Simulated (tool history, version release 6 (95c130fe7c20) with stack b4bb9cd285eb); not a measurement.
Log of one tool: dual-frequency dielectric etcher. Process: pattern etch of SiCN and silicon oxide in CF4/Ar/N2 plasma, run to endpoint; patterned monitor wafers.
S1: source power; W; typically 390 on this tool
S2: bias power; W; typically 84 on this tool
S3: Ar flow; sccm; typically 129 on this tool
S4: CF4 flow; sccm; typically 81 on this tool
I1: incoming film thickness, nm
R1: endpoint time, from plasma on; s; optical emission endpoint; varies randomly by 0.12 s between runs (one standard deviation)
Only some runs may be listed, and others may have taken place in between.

run	hour	S1	S2	S3	S4	I1	R1
1	0	390	84	129	81	11.97	14.6
2	17.1	390	84	129	81	12	14.4
3	52.5	390	84	129	81	11.93	14.2
4	80.1	390	84	104	81	11.97	14.3
5	100.2	390	84	129	81	11.99	14.2
6	116.9	390	84	129	81	12.11	14.3
7	130	390	84	129	81	11.96	14.1
8	144	390	84	129	81	11.98	14.3
# hour 151.3: CF4 flow controller replaced
9	162.8	390	84	129	81	11.83	14.2
10	186.5	390	84	129	81	11.98	14.5
# hour 190.6: source power generator calibrated
11	204.7	390	84	129	81	12.03	14.2
# hour 236.6: wet clean of the chamber
12	237.1	460	66	129	81	11.85	13.6
# hour 243.5: Ar flow controller replaced
13	244	390	104	151	81	12.01	13.4
# hour 273.9: upper electrode replaced
14	274.4	390	84	129	81	12.06	14.6
15	285	390	92	129	81	12.1	14.1
16	308.4	300	102	129	81	11.88	16.2
17	325	390	84	151	81	12.05	14.9
18	353.8	390	84	129	81	11.94	14.1
# hour 366.7: bias power generator calibrated
19	384.1	390	84	129	66	12.02	15
20	419.8	390	70	129	62	11.95	16.2
21	450	450	84	129	81	12.06	12.9

Run 22 is up next; what results do you expect?
22	478	450	84	129	81	12.01	?

Run 22 produced R1 12.9 s.
Without the tool's hidden state the same run would have given R1 12.9 s.
